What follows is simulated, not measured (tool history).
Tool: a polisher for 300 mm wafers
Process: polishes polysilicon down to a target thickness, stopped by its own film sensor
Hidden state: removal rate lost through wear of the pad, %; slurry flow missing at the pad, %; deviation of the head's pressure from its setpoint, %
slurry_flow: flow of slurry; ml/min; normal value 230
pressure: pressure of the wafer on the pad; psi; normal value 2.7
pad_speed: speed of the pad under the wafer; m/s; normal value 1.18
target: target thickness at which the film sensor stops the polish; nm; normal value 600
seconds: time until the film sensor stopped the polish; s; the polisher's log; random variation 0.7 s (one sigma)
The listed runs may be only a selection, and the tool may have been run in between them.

run	day	slurry_flow	pressure	pad_speed	target	wafers since the last listed run	wafers polished on this pad	hours since the slurry nozzle was cleaned	hours since the head pressure was calibrated	incoming thickness of the incoming film, nm	seconds
1	0	230	2.7	1.18	600	0	792	735.9	332	1310.3	83.4
2	0.271	230	2.7	1.18	600	51	843	742.4	338.5	1309.5	82
# day 0.679: worn pad replaced by a new one
3	0.7	230	2.7	1.18	770	50	3	752.7	348.8	1294.4	53
4	1.3	230	2.7	1.18	770	114	118	767.1	363.2	1291.1	55.9
5	1.883	230	2.7	1.18	770	111	229	781.1	377.2	1286.7	56.4
6	2.546	230	2.7	1.18	600	126	356	797	393.1	1280.3	74.2
7	2.808	230	2.7	1.18	600	50	406	803.3	399.4	1283.8	77.3
8	3.529	230	2.7	1.18	600	137	544	820.6	416.7	1299.1	78.1
9	4.208	230	3.3	1.06	600	129	674	836.9	433	1291.8	74.7
# day 4.8: worn pad replaced by a new one
10	4.821	280	3.2	1.18	600	85	4	851.6	447.7	1316.6	65.4
11	5.042	280	3.2	1.18	600	42	46	856.9	453	1301.9	64
12	5.542	280	3.2	1.18	600	95	141	868.9	465	1317	68
13	6.05	230	2.7	1.18	600	97	239	881.1	477.2	1311.7	77.6
# day 6.283: slurry nozzle cleaned
14	7.992	230	2.7	1.18	600	363	602	41	523.8	1306	81.5
15	8.412	230	2.7	1.18	600	80	682	51.1	533.9	1309.7	82
# day 8.979: worn pad replaced by a new one
16	9.054	200	2.7	1.18	600	90	14	66.5	549.3	1307.3	72.8
17	9.454	305	3.2	1.5	413	76	91	76.1	558.9	1297.6	68.3
18	9.892	285	2.3	1.5	357	83	174	86.6	569.4	1294.1	90.3
19	10.167	230	2.7	1.18	600	52	227	93.2	576	1316.9	78.7
20	10.8	280	3.2	1.18	600	121	348	108.4	591.2	1304.9	68.7
# day 11.233: head pressure recalibrated
21	11.254	230	2.7	1.18	450	70	419	119.3	0.5	1294.9	100.4
22	11.596	230	2.7	1.18	396	65	484	127.5	8.7	1289.4	106.3
23	12.038	230	3.1	1.18	538	84	568	138.1	19.3	1307.9	86.2
24	12.383	230	2.7	1.18	600	66	634	146.4	27.6	1286.2	83.3
25	12.775	285	3.5	1.18	461	74	709	155.8	37	1279.5	81.8
# day 13.05: worn pad replaced by a new one
26	13.25	230	2.7	1.5	361	58	38	167.2	48.4	1293.3	85.7
27	13.725	230	2.7	0.88	600	90	129	178.6	59.8	1301.1	90.9
28	14.229	230	2.7	1.18	600	96	225	190.7	71.9	1304.3	79.7
29	14.967	255	3.2	0.84	600	140	366	208.4	89.6	1306.3	87.4
30	15.65	230	2.7	1.18	600	130	496	224.8	106	1289	80.2
31	16.317	180	2.7	1.18	600	127	624	240.8	122	1312.7	87.5
32	16.679	290	2.4	1.38	377	69	693	249.5	130.7	1298.8	102.1

Alternative continuations, all from the tool just after run 32; predict every row:
A	16.696	230	3.4	1.18	600	3	696	249.9	131.1	1300.9	?
B	16.696	230	2.7	1.3	689	3	696	249.9	131.1	1300.9	?
C	16.696	230	2.3	1.18	669	3	696	249.9	131.1	1300.9	?
D	16.696	185	2.7	0.86	812	3	696	249.9	131.1	1300.9	?
E	16.696	230	2.9	1.18	600	3	696	249.9	131.1	1300.9	?

run	seconds
A	71.2
B	67.4
C	81.4
D	71.8
E	78.7
Without the tool's unlogged condition, the same runs would have read:
run	seconds
A	65.6
B	62.1
C	75.1
D	66.2
E	72.6
